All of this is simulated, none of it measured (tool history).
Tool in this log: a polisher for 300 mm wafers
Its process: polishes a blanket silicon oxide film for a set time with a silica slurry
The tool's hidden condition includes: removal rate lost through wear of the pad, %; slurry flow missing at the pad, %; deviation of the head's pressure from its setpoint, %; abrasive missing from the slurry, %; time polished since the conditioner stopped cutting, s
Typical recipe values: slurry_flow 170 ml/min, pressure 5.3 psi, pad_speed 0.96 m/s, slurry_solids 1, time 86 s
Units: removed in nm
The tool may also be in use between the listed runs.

run	day	slurry_flow	pressure	pad_speed	slurry_solids	time	wafers since the last listed run	wafers polished on this pad	hours since the slurry nozzle was cleaned	hours since the head pressure was calibrated	hours since the slurry blender was calibrated	hours since the conditioning disc was replaced	incoming thickness of the incoming film, nm	removed
1	0	170	5.3	0.96	1	86	0	514	619	354	355.8	239.3	945.9	329.4
2	1.396	170	5.3	0.96	1	86	295	810	652.5	387.5	389.3	272.8	915.1	329.7
3	2.179	170	5.3	0.96	1	86	166	976	671.3	406.3	408.1	291.6	940.5	332.1
# day 2.412: slurry blender recalibrated
4	2.892	170	5.3	0.96	1	86	133	1109	688.4	423.4	11.5	308.7	942.8	327.3
5	5.708	170	5.3	0.96	1	86	597	1706	756	491	79.1	376.3	943.9	330.2
6	6.454	170	5.3	0.84	1	95	158	1864	773.9	508.9	97	394.2	923.6	346
# day 6.562: slurry nozzle cleaned
# day 6.983: worn pad replaced by a new one
7	7.167	170	5.3	0.96	1	86	106	39	14.5	526	114.1	411.3	918.9	326.1
8	7.783	170	5.3	1.22	1.15	86	130	169	29.3	540.8	128.9	426.1	919.2	393.1
# day 8.367: head pressure recalibrated
9	8.871	215	4.5	0.62	1	100	212	382	55.4	12.1	155	452.2	924	260.2
10	10.262	170	5.3	0.96	1	86	294	677	88.8	45.5	188.4	485.6	920.2	304.7
11	11.208	225	3.8	0.82	1	74	200	878	111.5	68.2	211.1	508.3	927.9	186.6
# day 11.796: conditioning disc replaced and pad reconditioned
12	11.892	170	4.1	0.96	1	63	127	1005	127.9	84.6	227.5	2.3	926.6	190.5
13	12.992	150	5.3	0.96	1	100	233	1238	154.3	111	253.9	28.7	927.8	381.9
14	14.133	120	5.3	0.96	1	61	241	1480	181.7	138.4	281.3	56.1	931.7	229.8
15	14.738	225	4.2	0.8	0.7	86	128	1608	196.2	152.9	295.8	70.6	934.4	203.1
# day 16.112: worn pad replaced by a new one
16	16.133	170	5.3	0.96	1	86	260	4	229.7	186.4	329.3	104.1	935.5	331.8
# day 17.888: slurry blender recalibrated
17	20.129	170	5.3	0.96	1	86	829	833	325.6	282.3	53.8	200	927.4	331.3
18	20.642	220	3.9	0.68	1	86	108	942	337.9	294.6	66.1	212.3	938.9	218.1
19	24.317	170	5.3	0.96	0.75	86	778	1721	426.1	382.8	154.3	300.5	930.1	278.7
20	24.833	220	5.3	0.96	1.1	115	109	1830	438.5	395.2	166.7	312.9	938.3	468.7
21	26.071	170	5.3	0.96	1	86	262	2093	468.2	424.9	196.4	342.6	919.1	328.4
# day 26.325: worn pad replaced by a new one
22	27.038	145	4.6	0.96	1.3	86	169	151	491.4	448.1	219.6	365.8	933.2	316.6
23	27.675	170	5.3	0.96	1	86	135	286	506.7	463.4	234.9	381.1	939.3	326.4
24	28.429	170	5.3	0.96	1	86	159	446	524.8	481.5	253	399.2	914.4	326.8
25	29.679	170	5.3	0.96	1.3	86	264	710	554.8	511.5	283	429.2	928.4	369.4
26	30.9	170	5.3	0.96	1	86	258	969	584.1	540.8	312.3	458.5	923.9	325.6
27	32.354	155	6.6	0.96	1.1	67	308	1278	619	575.7	347.2	493.4	925	320.1

3 options for the next run, each taken on its own from the tool as it stands now. Forecast them:
A	32.371	170	5.3	0.96	1	86	3	1281	619.4	576.1	347.6	493.8	928.6	?
B	32.371	170	3.5	0.76	0.7	68	3	1281	619.4	576.1	347.6	493.8	928.6	?
C	32.371	200	5.3	1.2	1	86	3	1281	619.4	576.1	347.6	493.8	928.6	?

run	removed
A	321.7
B	127.6
C	363.6
What these runs would have given with no unlogged condition in the tool:
run	removed
A	328.7
B	124.8
C	377.3
